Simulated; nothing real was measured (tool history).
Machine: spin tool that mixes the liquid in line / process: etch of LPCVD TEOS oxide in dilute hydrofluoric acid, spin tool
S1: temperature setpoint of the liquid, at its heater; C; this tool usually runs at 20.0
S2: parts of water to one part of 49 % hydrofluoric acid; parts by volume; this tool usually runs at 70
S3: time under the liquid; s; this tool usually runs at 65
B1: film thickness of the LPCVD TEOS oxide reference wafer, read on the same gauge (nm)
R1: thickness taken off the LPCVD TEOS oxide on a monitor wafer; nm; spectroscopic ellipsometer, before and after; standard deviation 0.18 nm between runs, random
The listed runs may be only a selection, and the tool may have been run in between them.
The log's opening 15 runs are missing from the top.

Run 16, day 45.067: usual settings but S3 45 s; B1 29.97. Result: R1 19.65 nm.
Run 17, day 47.125: usual settings but S1 21.5 C; B1 30.01. Result: R1 30.56 nm.
Run 18, day 49.675: usual settings but S3 95 s; B1 29.99. Result: R1 41.27 nm.
Run 19, day 51.817: usual settings but S1 18.5 C, S3 50 s; B1 29.97. Result: R1 20.45 nm.
Run 20, day 54.312: usual settings but S1 18.0 C; B1 29.97. Result: R1 25.99 nm.
At day 54.429: thermometer replaced.
Run 21, day 56.883: usual settings but S1 18.5 C, S2 85 parts by volume, S3 85 s; B1 29.98. Result: R1 25.12 nm.
Run 22, day 58.812: usual settings but S1 23.5 C, S2 55 parts by volume, S3 80 s; B1 29.97. Result: R1 47.07 nm.
Run 23, day 60.829: usual settings but S1 17.0 C, S2 55 parts by volume, S3 95 s; B1 29.95. Result: R1 42.25 nm.
Run 24, day 63.062: usual settings but S1 25.0 C, S3 80 s; B1 29.97. Result: R1 38.69 nm.
Run 25, day 64.812: usual settings; B1 30.00. Result: R1 25.14 nm.
Run 26, day 66.992: usual settings but S1 22.5 C; B1 30.00. Result: R1 27.78 nm.
Run 27, day 69.967: usual settings but S1 17.5 C, S2 100 parts by volume; B1 29.96. Result: R1 15.52 nm.
Run 28, day 71.225: usual settings; B1 30.01. Result: R1 25.44 nm.
Run 29, day 72.342: usual settings but S3 80 s; B1 30.00. Result: R1 30.99 nm.
At day 72.646: gauge calibrated.
Run 30, day 74.308: usual settings but S1 17.0 C, S2 35 parts by volume, S3 30 s; B1 29.98. Result: R1 21.12 nm.
Run 31, day 75.612: usual settings but S1 25.0 C, S2 80 parts by volume, S3 100 s; B1 29.95. Result: R1 40.43 nm.

What will run 32 give?
Run 32, day 77.138: usual settings but S1 21.5 C, S2 90 parts by volume, S3 25 s; B1 ?. Result: R1 ?.

{"run 32": {"B1": 29.99, "R1": 7.83}}
The same run, on a tool lacking any hidden state, would have yielded R1 8.21 nm.

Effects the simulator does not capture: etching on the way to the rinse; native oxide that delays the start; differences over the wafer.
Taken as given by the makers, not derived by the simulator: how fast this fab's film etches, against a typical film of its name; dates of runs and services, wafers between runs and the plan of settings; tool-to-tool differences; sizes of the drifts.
